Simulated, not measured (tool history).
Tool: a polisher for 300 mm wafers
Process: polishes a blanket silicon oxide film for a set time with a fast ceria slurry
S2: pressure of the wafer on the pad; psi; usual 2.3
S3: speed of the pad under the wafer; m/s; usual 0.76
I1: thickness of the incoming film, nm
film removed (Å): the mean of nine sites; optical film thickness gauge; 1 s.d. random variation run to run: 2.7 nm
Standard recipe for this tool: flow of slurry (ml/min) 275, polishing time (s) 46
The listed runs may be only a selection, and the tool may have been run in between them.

{"run": 1, "hour": 0.0, "flow of slurry (ml/min)": 275, "S2": 2.3, "S3": 0.86, "polishing time (s)": 46, "I1": 3501.3, "film removed (Å)": 4133}
{"run": 2, "hour": 52.3, "flow of slurry (ml/min)": 275, "S2": 2.3, "S3": 0.86, "polishing time (s)": 46, "I1": 3509.3, "film removed (Å)": 4107}
{"run": 3, "hour": 182.0, "flow of slurry (ml/min)": 275, "S2": 2.3, "S3": 0.76, "polishing time (s)": 46, "I1": 3579.7, "film removed (Å)": 3675}
{"run": 4, "hour": 237.3, "flow of slurry (ml/min)": 275, "S2": 2.3, "S3": 0.76, "polishing time (s)": 46, "I1": 3505.7, "film removed (Å)": 3676}
{"run": 5, "hour": 263.4, "flow of slurry (ml/min)": 275, "S2": 2.3, "S3": 0.76, "polishing time (s)": 46, "I1": 3476.1, "film removed (Å)": 3654}
{"run": 6, "hour": 304.1, "flow of slurry (ml/min)": 275, "S2": 2.3, "S3": 0.76, "polishing time (s)": 46, "I1": 3566.0, "film removed (Å)": 3648}
{"run": 7, "hour": 359.8, "flow of slurry (ml/min)": 275, "S2": 2.3, "S3": 0.76, "polishing time (s)": 46, "I1": 3544.5, "film removed (Å)": 3668}
{"run": 8, "hour": 409.8, "flow of slurry (ml/min)": 275, "S2": 2.3, "S3": 0.76, "polishing time (s)": 46, "I1": 3498.1, "film removed (Å)": 3691}
{"run": 9, "hour": 457.2, "flow of slurry (ml/min)": 275, "S2": 1.8, "S3": 0.76, "polishing time (s)": 46, "I1": 3501.4, "film removed (Å)": 3181}
{"run": 10, "hour": 509.2, "flow of slurry (ml/min)": 275, "S2": 1.8, "S3": 0.76, "polishing time (s)": 46, "I1": 3493.7, "film removed (Å)": 3180}
{"run": 11, "hour": 552.3, "flow of slurry (ml/min)": 275, "S2": 1.8, "S3": 0.76, "polishing time (s)": 46, "I1": 3537.6, "film removed (Å)": 3194}
{"run": 12, "hour": 617.1, "flow of slurry (ml/min)": 275, "S2": 2.3, "S3": 0.84, "polishing time (s)": 46, "I1": 3500.2, "film removed (Å)": 4050}
{"run": 13, "hour": 648.4, "flow of slurry (ml/min)": 275, "S2": 2.3, "S3": 0.84, "polishing time (s)": 46, "I1": 3540.4, "film removed (Å)": 3991}
{"run": 14, "hour": 719.3, "flow of slurry (ml/min)": 275, "S2": 2.5, "S3": 0.62, "polishing time (s)": 46, "I1": 3539.3, "film removed (Å)": 3203}
{"run": 15, "hour": 762.0, "flow of slurry (ml/min)": 275, "S2": 1.8, "S3": 0.76, "polishing time (s)": 46, "I1": 3590.0, "film removed (Å)": 3186}
{"run": 16, "hour": 829.8, "flow of slurry (ml/min)": 275, "S2": 2.3, "S3": 0.76, "polishing time (s)": 46, "I1": 3548.5, "film removed (Å)": 3696}
{"run": 17, "hour": 877.5, "flow of slurry (ml/min)": 300, "S2": 2.3, "S3": 0.62, "polishing time (s)": 46, "I1": 3496.1, "film removed (Å)": 3055}
{"run": 18, "hour": 935.1, "flow of slurry (ml/min)": 275, "S2": 2.9, "S3": 0.56, "polishing time (s)": 46, "I1": 3551.4, "film removed (Å)": 3252}
{"run": 19, "hour": 965.3, "flow of slurry (ml/min)": 230, "S2": 2.6, "S3": 0.76, "polishing time (s)": 46, "I1": 3542.2, "film removed (Å)": 3904}
{"run": 20, "hour": 1011.5, "flow of slurry (ml/min)": 220, "S2": 2.9, "S3": 1.02, "polishing time (s)": 32, "I1": 3565.5, "film removed (Å)": 3812}
{"run": 21, "hour": 1053.5, "flow of slurry (ml/min)": 350, "S2": 1.9, "S3": 1.02, "polishing time (s)": 46, "I1": 3512.6, "film removed (Å)": 4373}
{"run": 22, "hour": 1105.1, "flow of slurry (ml/min)": 275, "S2": 1.8, "S3": 0.76, "polishing time (s)": 46, "I1": 3499.3, "film removed (Å)": 3198}
{"run": 23, "hour": 1166.6, "flow of slurry (ml/min)": 275, "S2": 2.3, "S3": 0.76, "polishing time (s)": 31, "I1": 3581.9, "film removed (Å)": 2474}
{"run": 24, "hour": 1227.8, "flow of slurry (ml/min)": 250, "S2": 2.3, "S3": 0.56, "polishing time (s)": 46, "I1": 3497.4, "film removed (Å)": 2759}
{"run": 25, "hour": 1358.5, "flow of slurry (ml/min)": 350, "S2": 2.3, "S3": 0.76, "polishing time (s)": 60, "I1": 3507.6, "film removed (Å)": 4885}
{"run": 26, "hour": 1391.2, "flow of slurry (ml/min)": 340, "S2": 2.3, "S3": 1.0, "polishing time (s)": 46, "I1": 3558.0, "film removed (Å)": 4832}
{"run": 27, "hour": 1417.8, "flow of slurry (ml/min)": 275, "S2": 2.3, "S3": 0.76, "polishing time (s)": 46, "I1": 3515.3, "film removed (Å)": 3680}
{"run": 28, "hour": 1489.0, "flow of slurry (ml/min)": 275, "S2": 2.5, "S3": 0.62, "polishing time (s)": 46, "I1": 3593.7, "film removed (Å)": 3219}
{"run": 29, "hour": 1521.0, "flow of slurry (ml/min)": 195, "S2": 2.8, "S3": 0.76, "polishing time (s)": 46, "I1": 3503.1, "film removed (Å)": 3998}
{"run": 30, "hour": 1592.0, "flow of slurry (ml/min)": 275, "S2": 2.3, "S3": 0.56, "polishing time (s)": 46, "I1": 3557.3, "film removed (Å)": 2784}
{"run": 31, "hour": 1656.3, "flow of slurry (ml/min)": 275, "S2": 2.1, "S3": 0.52, "polishing time (s)": 55, "I1": 3584.5, "film removed (Å)": 2944}
{"run": 32, "hour": 1700.1, "flow of slurry (ml/min)": 195, "S2": 2.3, "S3": 0.76, "polishing time (s)": 46, "I1": 3475.6, "film removed (Å)": 3524}
{"run": 33, "hour": 1761.7, "flow of slurry (ml/min)": 275, "S2": 2.3, "S3": 0.76, "polishing time (s)": 46, "I1": 3532.9, "film removed (Å)": 3665}
{"run": 34, "hour": 1831.7, "flow of slurry (ml/min)": 340, "S2": 1.6, "S3": 0.76, "polishing time (s)": 46, "I1": 3496.2, "film removed (Å)": 3039}
{"run": 35, "hour": 1858.7, "flow of slurry (ml/min)": 275, "S2": 2.3, "S3": 0.92, "polishing time (s)": 56, "I1": 3538.8, "film removed (Å)": 5378}
{"run": 36, "hour": 1894.8, "flow of slurry (ml/min)": 275, "S2": 2.3, "S3": 0.76, "polishing time (s)": 32, "I1": 3512.6, "film removed (Å)": 2536}
{"run": 37, "hour": 1945.8, "flow of slurry (ml/min)": 275, "S2": 2.3, "S3": 0.76, "polishing time (s)": 31, "I1": 3522.0, "film removed (Å)": 2451}

The log once held 8 entries between its listed runs, left out of this copy. Where does each go, and what is different about the tool's unlogged condition between the listed run before it and the listed run after it?
Logged between run 4 and run 5: slurry nozzle cleaned (hour 254.8)
  both runs share identical hidden conditions
Logged between run 8 and run 9: worn pad replaced by a new one (hour 456.0)
  both runs share identical hidden conditions
Logged between run 12 and run 13: head pressure recalibrated (hour 644.1)
  both runs share identical hidden conditions
Logged between run 15 and run 16: slurry nozzle cleaned (hour 793.1)
  both runs share identical hidden conditions
Logged between run 19 and run 20: worn pad replaced by a new one (hour 989.7)
  both runs share identical hidden conditions
Logged between run 25 and run 26: slurry nozzle cleaned (hour 1373.2)
  both runs share identical hidden conditions
Logged between run 27 and run 28: worn pad replaced by a new one (hour 1432.7)
  both runs share identical hidden conditions
Logged between run 36 and run 37: slurry nozzle cleaned (hour 1937.5)
  both runs share identical hidden conditions
